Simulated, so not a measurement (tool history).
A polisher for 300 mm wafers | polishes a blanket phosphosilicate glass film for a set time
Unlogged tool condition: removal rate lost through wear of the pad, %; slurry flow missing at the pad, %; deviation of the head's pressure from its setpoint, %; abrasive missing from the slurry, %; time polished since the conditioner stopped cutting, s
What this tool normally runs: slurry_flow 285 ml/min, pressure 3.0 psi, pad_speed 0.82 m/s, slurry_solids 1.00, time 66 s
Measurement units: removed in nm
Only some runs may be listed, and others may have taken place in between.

run     day  slurry_flow  pressure  pad_speed  slurry_solids  time  wafers since the last listed run  wafers polished on this pad  hours since the slurry nozzle was cleaned  hours since the head pressure was calibrated  hours since the slurry blender was calibrated  hours since the conditioning disc was replaced  incoming thickness of the incoming film, nm  removed
  1   0.000          285       3.0       0.92           1.00    66                                 0                         3783                                      510.6                                         769.2                                           64.0                                           350.5                                       4507.2    499.7
  2   4.025          285       3.0       0.92           1.00    66                               824                         4607                                      607.2                                         865.8                                          160.6                                           447.1                                       4552.8    504.5
      5.183  -- slurry nozzle cleaned
      5.592  -- worn pad replaced by a new one
     10.854  -- head pressure recalibrated
     11.546  -- conditioning disc replaced and pad reconditioned
  3  15.246          285       3.0       0.82           1.00    66                              2220                         1942                                      241.5                                         105.4                                          429.9                                            88.8                                       4495.4    439.4
  4  18.583          315       2.7       0.82           1.00    66                               683                         2626                                      321.6                                         185.5                                          510.0                                           168.9                                       4579.5    418.9
  5  22.333          315       2.7       0.82           1.00    66                               767                         3394                                      411.6                                         275.5                                          600.0                                           258.9                                       4519.8    414.3
     24.042  -- slurry blender recalibrated
  6  24.400          235       3.0       0.82           1.00    66                               406                         3800                                      461.2                                         325.1                                            8.6                                           308.5                                       4565.0    439.9
  7  26.958          285       3.6       0.82           1.00    66                               523                         4324                                      522.6                                         386.5                                           70.0                                           369.9                                       4523.5    514.4
     29.050  -- worn pad replaced by a new one
  8  30.671          195       3.6       0.94           1.00    54                               726                          331                                      611.7                                         475.6                                          159.1                                           459.0                                       4585.0    448.0
     30.792  -- slurry nozzle cleaned
  9  33.729          315       3.9       0.82           1.00    66                               617                          949                                       70.5                                         549.0                                          232.5                                           532.4                                       4602.9    546.4
 10  36.042          245       3.3       0.82           1.00    66                               473                         1423                                      126.0                                         604.5                                          288.0                                           587.9                                       4501.3    480.7
 11  40.288          285       3.0       0.68           1.00    66                               869                         2292                                      227.9                                         706.4                                          389.9                                           689.8                                       4527.6    374.0
     41.246  -- conditioning disc replaced and pad reconditioned
 12  44.767          285       3.0       0.82           1.00    66                               900                         3192                                      335.4                                         813.9                                          497.4                                            84.5                                       4511.9    453.2
     47.758  -- head pressure recalibrated
 13  47.779          285       2.5       0.82           1.00    66                               599                         3792                                      407.7                                           0.5                                          569.7                                           156.8                                       4616.4    377.3
     48.262  -- slurry blender recalibrated
 14  49.662          380       3.6       0.82           1.00    75                               368                         4161                                      452.9                                          45.7                                           33.6                                           202.0                                       4610.6    589.6
 15  52.492          285       3.0       0.82           1.00    66                               579                         4740                                      520.8                                         113.6                                          101.5                                           269.9                                       4560.2    453.6
     53.546  -- slurry nozzle cleaned
     54.888  -- worn pad replaced by a new one
 16  56.700          285       3.0       0.82           0.75    66                               819                          371                                       75.7                                         214.6                                          202.5                                           370.9                                       4572.0    384.1
 17  58.325          320       3.8       0.82           1.00    66                               332                          703                                      114.7                                         253.6                                          241.5                                           409.9                                       4598.1    549.2
 18  66.533          285       3.0       0.72           0.75    66                              1680                         2384                                      311.7                                         450.6                                          438.5                                           606.9                                       4562.3    338.5
     67.762  -- conditioning disc replaced and pad reconditioned
 19  70.750          340       2.1       0.82           1.00    66                               846                         3231                                      412.9                                         551.8                                          539.7                                            71.7                                       4516.9    341.8
 20  72.408          285       3.0       0.98           0.90    66                               339                         3570                                      452.7                                         591.6                                          579.5                                           111.5                                       4515.3    485.0
 21  74.554          245       3.8       0.70           1.00    57                               439                         4010                                      504.2                                         643.1                                          631.0                                           163.0                                       4477.0    397.7
     75.775  -- slurry blender recalibrated
 22  77.758          285       3.0       0.82           1.15    60                               639                         4649                                      581.1                                         720.0                                           47.6                                           239.9                                       4646.0    426.2
 23  79.675          285       3.0       0.82           1.25    66                               392                         5041                                      627.1                                         766.0                                           93.6                                           285.9                                       4488.7    505.3
     80.504  -- slurry nozzle cleaned
     81.858  -- worn pad replaced by a new one
 24  84.004          285       3.0       0.82           1.00    66                               843                          439                                       84.0                                         869.9                                          197.5                                           389.8                                       4600.9    452.0
 25  85.571          220       3.0       0.82           1.10    58                               320                          760                                      121.6                                         907.5                                          235.1                                           427.4                                       4574.9    405.7

Here are 4 independent what-if runs from the current tool condition. What would each one return?
  A  85.588          205       3.0       0.82           1.00    66                                 3                          763                                      122.0                                         907.9                                          235.5                                           427.8                                       4541.8        ?
  B  85.588          225       3.0       0.82           1.00    89                                 3                          763                                      122.0                                         907.9                                          235.5                                           427.8                                       4541.8        ?
  C  85.588          285       3.0       0.82           1.30    66                                 3                          763                                      122.0                                         907.9                                          235.5                                           427.8                                       4541.8        ?
  D  85.588          285       3.0       1.00           1.00    82                                 3                          763                                      122.0                                         907.9                                          235.5                                           427.8                                       4541.8        ?

run  removed
  A    441.2
  B    598.4
  C    509.3
  D    655.5
Stripped of hidden state, with their random variation kept, the same runs would have yielded:
run  removed
  A    441.2
  B    598.4
  C    509.3
  D    655.5
